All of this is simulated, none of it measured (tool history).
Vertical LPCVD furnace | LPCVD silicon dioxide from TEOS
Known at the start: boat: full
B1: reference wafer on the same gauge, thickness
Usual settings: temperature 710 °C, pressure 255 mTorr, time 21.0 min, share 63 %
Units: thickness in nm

run 1 day=0.000 | temperature=710 pressure=255 time=15.5 share=63 | B1=130.12 | thickness=118.19
run 2 day=0.329 | temperature=710 pressure=255 time=15.5 share=63 | B1=130.26 | thickness=118.30
run 3 day=0.654 | temperature=710 pressure=255 time=15.5 share=63 | B1=130.30 | thickness=118.50
run 4 day=1.721 | temperature=710 pressure=255 time=21.0 share=63 | B1=130.45 | thickness=160.91
-- day=2.933 TEOS flow controller replaced
run 5 day=2.954 | temperature=710 pressure=255 time=16.5 share=63 | B1=130.74 | thickness=126.87
run 6 day=3.146 | temperature=710 pressure=255 time=16.5 share=63 | B1=130.77 | thickness=126.33
-- day=3.312 gauge calibrated
run 7 day=3.679 | temperature=710 pressure=255 time=16.5 share=63 | B1=129.98 | thickness=126.02
-- day=4.971 thermocouples replaced and temperature profile calibrated
run 8 day=4.992 | temperature=710 pressure=255 time=21.0 share=63 | B1=130.03 | thickness=160.21
run 9 day=5.188 | temperature=710 pressure=255 time=21.0 share=72 | B1=130.01 | thickness=171.04
-- day=6.362 pressure gauge zeroed
run 10 day=6.383 | temperature=710 pressure=280 time=21.0 share=68 | B1=130.10 | thickness=174.54
run 11 day=6.575 | temperature=710 pressure=255 time=21.0 share=72 | B1=130.18 | thickness=171.01
run 12 day=6.771 | temperature=705 pressure=255 time=21.0 share=51 | B1=130.20 | thickness=128.65
run 13 day=6.962 | temperature=710 pressure=210 time=25.0 share=63 | B1=130.25 | thickness=173.01
run 14 day=7.333 | temperature=710 pressure=290 time=14.0 share=63 | B1=130.35 | thickness=114.13
run 15 day=7.929 | temperature=710 pressure=255 time=21.0 share=63 | B1=130.33 | thickness=160.41
run 16 day=8.692 | temperature=716 pressure=235 time=24.0 share=63 | B1=130.49 | thickness=202.31

Forecast each of these 3 alternatives for the next run:
-- day=8.783 gauge calibrated
run A day=8.888 | temperature=710 pressure=255 time=21.0 share=63 | B1=? | thickness=?
-- day=8.783 gauge calibrated
run B day=8.888 | temperature=710 pressure=310 time=18.5 share=63 | B1=? | thickness=?
-- day=8.783 gauge calibrated
run C day=8.888 | temperature=701 pressure=255 time=21.0 share=63 | B1=? | thickness=?

run=A B1=129.89 thickness=160.24
run=B B1=129.89 thickness=155.65
run=C B1=129.89 thickness=130.29
Without the tool's hidden state the same runs would have given:
run=A thickness=160.28
run=B thickness=155.68
run=C thickness=130.32
